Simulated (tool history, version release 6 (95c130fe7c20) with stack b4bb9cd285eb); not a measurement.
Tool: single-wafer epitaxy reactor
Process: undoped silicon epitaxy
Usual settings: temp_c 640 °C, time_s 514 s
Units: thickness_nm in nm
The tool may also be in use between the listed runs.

| run | hour | temp_c | time_s | read-back reference wafer on the same gauge, thickness_nm | thickness_nm |
|---|---|---|---|---|---|
| 1 | 0 | 640 | 514 | 90.913 | 80.697 |
| 2 | 6.3 | 640 | 514 | 90.872 | 80.579 |
| 3 | 17.9 | 640 | 514 | 90.918 | 80.768 |
| 4 | 29.7 | 640 | 434 | 90.864 | 67.725 |
| 5 | 61.3 | 640 | 434 | 90.92 | 67.833 |
| 6 | 71.5 | 640 | 514 | 90.93 | 80.144 |
| 7 | 82.3 | 640 | 514 | 90.858 | 80.781 |
| 8 | 92.3 | 640 | 514 | 90.935 | 80.89 |
| 9 | 118.2 | 646 | 514 | 90.929 | 90.312 |
|  | 126.7 | pyrometer calibrated |
| 10 | 131 | 640 | 514 | 90.907 | 80.553 |
| 11 | 142.3 | 640 | 514 | 90.858 | 80.901 |
| 12 | 157.3 | 640 | 514 | 90.919 | 80.419 |
|  | 160 | gauge calibrated |
| 13 | 210.5 | 652 | 431 | 90.936 | 85.035 |
| 14 | 226.7 | 628 | 447 | 90.907 | 55.289 |
| 15 | 235.9 | 646 | 416 | 90.924 | 73.027 |
| 16 | 244.9 | 633 | 541 | 90.901 | 73.789 |
| 17 | 253.1 | 640 | 420 | 90.819 | 65.814 |
| 18 | 262.8 | 652 | 411 | 90.84 | 81.585 |
| 19 | 269 | 640 | 514 | 90.849 | 80.702 |
| 20 | 278.2 | 652 | 465 | 91.02 | 92.04 |
| 21 | 295.5 | 629 | 514 | 90.952 | 64.728 |
| 22 | 315.5 | 647 | 514 | 90.907 | 91.942 |
| 23 | 328.3 | 640 | 514 | 90.938 | 80.799 |

4 ways to go on from here, each from the tool as it stands after run 23. What would each give?
| A | 328.8 | 640 | 514 | ? | ? |
| B | 328.8 | 640 | 611 | ? | ? |
| C | 328.8 | 626 | 514 | ? | ? |
| D | 328.8 | 640 | 414 | ? | ? |

| run | read-back reference wafer on the same gauge, thickness_nm | thickness_nm |
|---|---|---|
| A | 90.825 | 81.035 |
| B | 90.825 | 96.327 |
| C | 90.825 | 61.362 |
| D | 90.825 | 65.269 |
Without the tool's hidden state the same runs would have given:
| run | thickness_nm |
|---|---|
| A | 81.035 |
| B | 96.327 |
| C | 61.362 |
| D | 65.269 |

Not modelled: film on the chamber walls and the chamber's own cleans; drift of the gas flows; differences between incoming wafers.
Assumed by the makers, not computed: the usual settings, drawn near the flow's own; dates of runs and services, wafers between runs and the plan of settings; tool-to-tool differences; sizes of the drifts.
